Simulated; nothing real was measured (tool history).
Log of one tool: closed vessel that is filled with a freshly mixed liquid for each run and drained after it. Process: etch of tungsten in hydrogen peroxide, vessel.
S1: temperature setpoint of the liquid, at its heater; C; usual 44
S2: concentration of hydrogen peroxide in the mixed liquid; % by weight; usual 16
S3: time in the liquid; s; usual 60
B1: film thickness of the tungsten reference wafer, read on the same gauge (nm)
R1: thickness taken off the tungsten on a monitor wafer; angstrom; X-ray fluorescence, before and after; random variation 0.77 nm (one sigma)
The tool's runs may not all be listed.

run 1 hour=0 | S1=44 S2=13.5 S3=70 | B1=99.99 | R1=879.5
run 2 hour=57.2 | S1=44 S2=13.5 S3=60 | B1=99.97 | R1=760.2
run 3 hour=101.7 | S1=44 S2=13.5 S3=60 | B1=100 | R1=758.3
run 4 hour=171.4 | S1=44 S2=16 S3=60 | B1=100.01 | R1=823.5
run 5 hour=280.4 | S1=44 S2=16 S3=60 | B1=99.99 | R1=819.1
run 6 hour=349 | S1=44 S2=16 S3=60 | B1=100.01 | R1=815.6
run 7 hour=397.3 | S1=44 S2=16 S3=60 | B1=100.01 | R1=812.2
run 8 hour=433.9 | S1=44 S2=16 S3=60 | B1=99.99 | R1=810.8
run 9 hour=471.1 | S1=44 S2=16 S3=60 | B1=99.98 | R1=814.2
run 10 hour=503.9 | S1=44 S2=16 S3=60 | B1=100 | R1=811.8
run 11 hour=566 | S1=44 S2=16 S3=60 | B1=100 | R1=808.8
run 12 hour=633.7 | S1=44 S2=16 S3=60 | B1=100.02 | R1=831.9
run 13 hour=701 | S1=52 S2=16 S3=60 | B1=100.01 | R1=1354.7
run 14 hour=764.8 | S1=44 S2=13 S3=60 | B1=99.98 | R1=762.6
run 15 hour=832.6 | S1=44 S2=13 S3=60 | B1=100.01 | R1=760
run 16 hour=881.2 | S1=44 S2=16 S3=60 | B1=100.01 | R1=824.3
run 17 hour=952.5 | S1=44 S2=18 S3=60 | B1=99.98 | R1=881.4
run 18 hour=987.5 | S1=44 S2=16 S3=60 | B1=100.01 | R1=827.2
run 19 hour=1028.1 | S1=46.5 S2=16 S3=80 | B1=100.02 | R1=1293.5
run 20 hour=1092 | S1=44 S2=18 S3=40 | B1=99.99 | R1=584.7
run 21 hour=1121.4 | S1=44 S2=16 S3=60 | B1=100.02 | R1=829.8
run 22 hour=1162.6 | S1=44 S2=16 S3=60 | B1=100.02 | R1=823
run 23 hour=1186.7 | S1=44 S2=16 S3=60 | B1=100 | R1=824.1
run 24 hour=1366.3 | S1=46.5 S2=19 S3=95 | B1=99.97 | R1=1672.8
run 25 hour=1408 | S1=47.5 S2=20.5 S3=70 | B1=100 | R1=1347.7
run 26 hour=1456.7 | S1=44 S2=21 S3=45 | B1=100.02 | R1=712.1
run 27 hour=1490.8 | S1=41 S2=14.5 S3=30 | B1=100.02 | R1=313.3
run 28 hour=1516.1 | S1=48.5 S2=18 S3=60 | B1=100.05 | R1=1123
run 29 hour=1547.3 | S1=44 S2=16 S3=90 | B1=100.01 | R1=1227.5
run 30 hour=1599.2 | S1=51.5 S2=12 S3=60 | B1=100 | R1=1119.6

Taken out of this log: 4 entries between the listed runs. Where each belongs, and how the hidden state differs across it:
Between runs 10 and 11: thermometer replaced (hour 508.9)
  peroxide flow below the setpoint (%): 7.93 -> 8.37
  measured less the result without the state, R1: -34.2 -> -36.2 angstrom
Between runs 11 and 12: peroxide flow meter replaced (hour 592.5)
  peroxide flow below the setpoint (%): 8.37 -> 0.648
  measured less the result without the state, R1: -36.2 -> -2.7 angstrom
Between runs 16 and 17: gauge calibrated (hour 935.1)
  peroxide flow below the setpoint (%): 2.42 -> 2.93
  measured less the result without the state, R1: -10.2 -> -13.3 angstrom
Between runs 18 and 19: new drum of peroxide connected (hour 1016.2)
  peroxide flow below the setpoint (%): 3.19 -> 3.48
  measured less the result without the state, R1: -13.5 -> -23.1 angstrom

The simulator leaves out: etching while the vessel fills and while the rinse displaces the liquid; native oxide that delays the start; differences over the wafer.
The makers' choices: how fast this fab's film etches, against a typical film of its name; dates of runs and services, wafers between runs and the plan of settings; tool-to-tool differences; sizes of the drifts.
